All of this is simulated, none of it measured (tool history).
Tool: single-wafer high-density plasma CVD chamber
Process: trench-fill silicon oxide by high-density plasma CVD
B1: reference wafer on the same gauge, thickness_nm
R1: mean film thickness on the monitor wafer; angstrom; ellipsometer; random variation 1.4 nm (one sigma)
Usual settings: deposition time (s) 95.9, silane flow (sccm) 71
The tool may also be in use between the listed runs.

run 1 day=0.000 | deposition_time_(s)=87.9 silane_flow_(sccm)=71 | B1=780.977 | R1=6776.32
run 2 day=4.483 | deposition_time_(s)=87.9 silane_flow_(sccm)=71 | B1=781.222 | R1=6751.06
run 3 day=5.212 | deposition_time_(s)=85.4 silane_flow_(sccm)=77 | B1=781.152 | R1=7102.40
run 4 day=5.767 | deposition_time_(s)=95.9 silane_flow_(sccm)=71 | B1=781.159 | R1=7381.67
run 5 day=6.833 | deposition_time_(s)=95.9 silane_flow_(sccm)=71 | B1=780.997 | R1=7403.96
run 6 day=8.296 | deposition_time_(s)=95.9 silane_flow_(sccm)=71 | B1=781.203 | R1=7397.74
run 7 day=9.362 | deposition_time_(s)=95.9 silane_flow_(sccm)=71 | B1=780.979 | R1=7384.54
run 8 day=10.242 | deposition_time_(s)=95.9 silane_flow_(sccm)=71 | B1=781.082 | R1=7363.21
run 9 day=11.108 | deposition_time_(s)=95.9 silane_flow_(sccm)=71 | B1=781.176 | R1=7394.67
run 10 day=12.512 | deposition_time_(s)=95.9 silane_flow_(sccm)=71 | B1=781.163 | R1=7390.33
run 11 day=13.975 | deposition_time_(s)=95.9 silane_flow_(sccm)=71 | B1=780.474 | R1=7356.96
run 12 day=14.962 | deposition_time_(s)=86.3 silane_flow_(sccm)=71 | B1=781.030 | R1=6629.43
run 13 day=16.283 | deposition_time_(s)=86.3 silane_flow_(sccm)=71 | B1=780.995 | R1=6673.44
run 14 day=17.596 | deposition_time_(s)=103.0 silane_flow_(sccm)=71 | B1=780.892 | R1=7922.31
run 15 day=18.212 | deposition_time_(s)=95.9 silane_flow_(sccm)=76 | B1=780.864 | R1=7841.03
run 16 day=21.650 | deposition_time_(s)=105.9 silane_flow_(sccm)=71 | B1=781.075 | R1=7871.28
run 17 day=23.017 | deposition_time_(s)=104.7 silane_flow_(sccm)=81 | B1=781.143 | R1=8786.32
run 18 day=23.733 | deposition_time_(s)=95.9 silane_flow_(sccm)=63 | B1=781.109 | R1=6397.13
run 19 day=24.608 | deposition_time_(s)=111.2 silane_flow_(sccm)=80 | B1=780.559 | R1=9224.85
run 20 day=26.046 | deposition_time_(s)=104.9 silane_flow_(sccm)=71 | B1=781.201 | R1=7822.56
run 21 day=26.854 | deposition_time_(s)=89.7 silane_flow_(sccm)=75 | B1=781.123 | R1=6995.05
run 22 day=27.817 | deposition_time_(s)=90.6 silane_flow_(sccm)=63 | B1=781.002 | R1=6053.98
run 23 day=28.492 | deposition_time_(s)=109.0 silane_flow_(sccm)=63 | B1=780.900 | R1=7265.01
run 24 day=29.383 | deposition_time_(s)=95.9 silane_flow_(sccm)=71 | B1=781.163 | R1=7164.37
run 25 day=30.142 | deposition_time_(s)=95.9 silane_flow_(sccm)=71 | B1=780.809 | R1=7167.57
run 26 day=31.408 | deposition_time_(s)=104.1 silane_flow_(sccm)=57 | B1=781.058 | R1=6361.98
run 27 day=32.846 | deposition_time_(s)=103.1 silane_flow_(sccm)=63 | B1=780.682 | R1=6938.02
run 28 day=34.012 | deposition_time_(s)=90.7 silane_flow_(sccm)=59 | B1=781.260 | R1=5735.08
run 29 day=34.629 | deposition_time_(s)=81.4 silane_flow_(sccm)=71 | B1=781.348 | R1=6103.46
run 30 day=35.746 | deposition_time_(s)=95.9 silane_flow_(sccm)=57 | B1=781.199 | R1=5907.76
run 31 day=36.621 | deposition_time_(s)=87.1 silane_flow_(sccm)=59 | B1=781.099 | R1=5508.00
run 32 day=37.738 | deposition_time_(s)=81.4 silane_flow_(sccm)=71 | B1=780.989 | R1=6105.91

Not shown: 2 entries that the log had between the listed runs. Between which runs, and how does the tool's hidden state differ before and after?
Between runs 15 and 16: silane flow controller replaced (day 18.829); gauge calibrated (day 20.904)
  delivered silane flow above the setpoint (%): 4.52 -> 0.392
  measured less the result without the state, R1: +313.18 -> +28.30 angstrom
